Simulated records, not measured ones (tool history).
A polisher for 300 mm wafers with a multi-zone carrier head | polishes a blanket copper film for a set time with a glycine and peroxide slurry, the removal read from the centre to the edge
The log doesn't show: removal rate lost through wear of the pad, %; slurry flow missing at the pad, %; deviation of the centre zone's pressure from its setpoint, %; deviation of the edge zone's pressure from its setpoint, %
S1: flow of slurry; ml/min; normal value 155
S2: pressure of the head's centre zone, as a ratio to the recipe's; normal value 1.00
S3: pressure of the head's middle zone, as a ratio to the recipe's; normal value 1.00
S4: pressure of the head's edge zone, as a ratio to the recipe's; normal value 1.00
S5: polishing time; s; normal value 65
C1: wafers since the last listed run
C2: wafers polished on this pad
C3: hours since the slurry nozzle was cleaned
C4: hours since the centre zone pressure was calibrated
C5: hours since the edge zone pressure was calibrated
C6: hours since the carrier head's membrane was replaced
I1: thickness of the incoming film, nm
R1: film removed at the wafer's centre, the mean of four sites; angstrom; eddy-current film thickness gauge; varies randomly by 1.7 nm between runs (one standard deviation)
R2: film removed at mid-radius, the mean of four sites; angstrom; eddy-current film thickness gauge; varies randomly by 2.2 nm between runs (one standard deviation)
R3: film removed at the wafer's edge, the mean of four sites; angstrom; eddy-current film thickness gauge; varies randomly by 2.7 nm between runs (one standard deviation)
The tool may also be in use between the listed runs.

run	day	S1	S2	S3	S4	S5	C1	C2	C3	C4	C5	C6	I1	R1	R2	R3
1	0.000	155	1.00	1.00	1.00	65	0	1870	424.7	415.5	256.4	97.8	2151.6	2592	2536	2435
2	1.200	175	1.00	1.00	0.93	65	211	2081	453.5	444.3	285.2	126.6	2076.9	2634	2585	2417
# day 1.754: slurry nozzle cleaned
3	3.696	155	1.00	0.92	1.00	65	431	2513	46.6	504.2	345.1	186.5	2140.9	2573	2342	2455
# day 4.983: edge zone pressure recalibrated
4	5.917	155	0.90	1.00	1.00	65	375	2889	99.9	557.5	22.4	239.8	2119.3	2286	2547	2453
# day 6.483: worn pad replaced by a new one
5	8.708	190	1.00	1.00	1.00	65	461	391	166.9	624.5	89.4	306.8	2113.3	2683	2537	2490
6	11.646	155	1.09	1.00	1.00	65	516	908	237.4	695.0	159.9	377.3	2109.6	2803	2496	2452
7	17.504	155	1.00	1.00	1.00	65	1030	1938	378.0	835.6	300.5	517.9	2115.9	2574	2498	2420
# day 18.850: carrier head's membrane replaced by a new one
8	18.896	115	0.89	1.07	1.00	54	208	2146	411.4	869.0	333.9	1.1	2118.6	1789	2111	1975
# day 19.621: slurry nozzle cleaned
9	21.554	155	1.03	1.09	1.00	65	460	2606	46.4	932.8	397.7	64.9	2097.2	2683	2709	2477
# day 21.721: edge zone pressure recalibrated
10	24.325	155	1.00	1.00	1.00	65	472	3079	112.9	999.3	62.5	131.4	2112.6	2561	2515	2450
# day 25.183: worn pad replaced by a new one
11	26.283	125	1.00	1.00	1.00	48	315	193	159.9	1046.3	109.5	178.4	2148.8	1830	1773	1750
# day 27.150: centre zone pressure recalibrated
12	29.275	155	1.00	1.00	1.00	47	511	704	231.7	51.0	181.3	250.2	2110.9	1875	1823	1754
13	30.500	185	1.00	1.00	1.00	65	215	920	261.1	80.4	210.7	279.6	2152.9	2618	2598	2547
14	33.358	195	1.00	1.00	1.00	65	502	1422	329.7	149.0	279.3	348.2	2118.8	2683	2589	2515
15	34.696	155	1.00	1.00	1.00	77	235	1658	361.8	181.1	311.4	380.3	2077.6	3035	2957	2907
16	36.708	155	1.00	1.00	1.00	65	353	2012	410.1	229.4	359.7	428.6	2146.8	2585	2515	2450
# day 36.812: slurry nozzle cleaned
17	39.021	155	1.12	1.10	1.00	65	399	2411	53.0	284.9	415.2	484.1	2159.6	2891	2737	2432
# day 39.621: edge zone pressure recalibrated
# day 41.717: carrier head's membrane replaced by a new one
18	41.738	155	1.00	0.90	0.90	65	426	2838	118.2	350.1	50.8	0.5	2112.4	2558	2307	2319
19	44.033	155	1.00	1.00	0.92	58	403	3241	173.3	405.2	105.9	55.6	2105.5	2307	2245	2136
# day 45.783: worn pad replaced by a new one
20	46.800	205	1.00	0.90	1.00	86	457	179	239.7	471.6	172.3	122.0	2096.5	3612	3176	3386
21	48.004	200	1.00	1.10	1.10	65	211	390	268.6	500.5	201.2	150.9	2164.4	2687	2873	2601
22	50.883	155	1.00	1.00	1.00	65	506	897	337.7	569.6	270.3	220.0	2115.8	2558	2536	2460

How the hidden state differs across the entries between the runs, from the last listed run before each to the first after it:
Between runs 2 and 3: slurry nozzle cleaned (day 1.754)
  the hidden state is the same at both runs
Between runs 3 and 4: edge zone pressure recalibrated (day 4.983)
  the hidden state is the same at both runs
Between runs 4 and 5: worn pad replaced by a new one (day 6.483)
  the hidden state is the same at both runs
Between runs 7 and 8: carrier head's membrane replaced by a new one (day 18.850)
  the hidden state is the same at both runs
Between runs 8 and 9: slurry nozzle cleaned (day 19.621)
  the hidden state is the same at both runs
Between runs 9 and 10: edge zone pressure recalibrated (day 21.721)
  the hidden state is the same at both runs
Between runs 10 and 11: worn pad replaced by a new one (day 25.183)
  the hidden state is the same at both runs
Between runs 11 and 12: centre zone pressure recalibrated (day 27.150)
  the hidden state is the same at both runs
Between runs 16 and 17: slurry nozzle cleaned (day 36.812)
  the hidden state is the same at both runs
Between runs 17 and 18: edge zone pressure recalibrated (day 39.621); carrier head's membrane replaced by a new one (day 41.717)
  the hidden state is the same at both runs
Between runs 19 and 20: worn pad replaced by a new one (day 45.783)
  the hidden state is the same at both runs
